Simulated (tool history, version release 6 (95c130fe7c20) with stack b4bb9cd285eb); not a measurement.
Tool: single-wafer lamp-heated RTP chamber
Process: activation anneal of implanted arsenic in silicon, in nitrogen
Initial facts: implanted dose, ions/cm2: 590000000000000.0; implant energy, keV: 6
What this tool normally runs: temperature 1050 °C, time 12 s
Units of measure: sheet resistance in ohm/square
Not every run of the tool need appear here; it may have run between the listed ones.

| run | hour | temperature | time | read-back reference wafer on the same gauge, sheet resistance | sheet resistance |
|---|---|---|---|---|---|
| 1 | 0.0 | 1056 | 12 | 220.10 | 178.99 |
| 2 | 13.6 | 1056 | 12 | 219.91 | 178.56 |
| 3 | 21.6 | 1056 | 12 | 219.98 | 178.79 |
| 4 | 36.7 | 1050 | 12 | 219.90 | 180.38 |
| 5 | 51.8 | 1069 | 16 | 220.13 | 168.82 |
| 6 | 62.9 | 1069 | 16 | 220.04 | 168.82 |
| 7 | 73.7 | 1069 | 16 | 219.99 | 168.91 |
| 8 | 81.2 | 1050 | 12 | 220.05 | 179.91 |
| 9 | 88.8 | 1050 | 12 | 219.99 | 179.49 |
| 10 | 106.1 | 1050 | 12 | 219.95 | 179.38 |
| 11 | 120.1 | 1050 | 6 | 220.07 | 191.29 |
| 12 | 166.6 | 1050 | 15 | 220.15 | 176.93 |
| 13 | 173.7 | 1050 | 15 | 219.91 | 176.78 |
| 14 | 182.5 | 1026 | 12 | 219.96 | 190.33 |
| 15 | 194.2 | 1058 | 5 | 220.09 | 194.05 |
| 16 | 207.4 | 1039 | 5 | 220.05 | 202.12 |
| 17 | 223.7 | 1050 | 12 | 220.02 | 180.73 |
| 18 | 232.0 | 1026 | 18 | 219.95 | 182.51 |
| 19 | 247.8 | 1021 | 12 | 220.05 | 197.11 |
| 20 | 259.1 | 1068 | 12 | 220.01 | 176.78 |
| 21 | 270.4 | 1027 | 15 | 220.05 | 189.50 |
| 22 | 280.1 | 1040 | 19 | 220.06 | 179.49 |
| 23 | 294.0 | 1050 | 16 | 220.02 | 178.71 |
| 24 | 305.7 | 1050 | 12 | 220.06 | 183.02 |
| 25 | 318.7 | 1056 | 12 | 220.13 | 180.04 |
| 26 | 330.7 | 1050 | 7 | 219.87 | 192.64 |
| 27 | 339.1 | 1077 | 19 | 220.04 | 165.52 |

Between the runs listed above, the log contained 3 entries, not reproduced here. Where in the sequence does each belong, and how does what the log doesn't record of the tool's condition differ from the listed run before to the listed run after?
Between runs 11 and 12: pyrometer window cleaned and pyrometer calibrated (hour 151.0); gauge calibrated (hour 157.0)
  true wafer temperature minus pyrometer reading, K: 9.14 -> 2.96; wafer temperature error from the tarnished reflector plate, K: 9.06 -> 9.47
  the result without the hidden state subtracted from the measured one, sheet resistance: -8.16 -> -4.78 ohm/square
Between runs 18 and 19: reflector plate cleaned (hour 242.2)
  true wafer temperature minus pyrometer reading, K: 3.86 -> 4.26; wafer temperature error from the tarnished reflector plate, K: 10 -> 0.0635
  the result without the hidden state subtracted from the measured one, sheet resistance: -5.97 -> -2.11 ohm/square

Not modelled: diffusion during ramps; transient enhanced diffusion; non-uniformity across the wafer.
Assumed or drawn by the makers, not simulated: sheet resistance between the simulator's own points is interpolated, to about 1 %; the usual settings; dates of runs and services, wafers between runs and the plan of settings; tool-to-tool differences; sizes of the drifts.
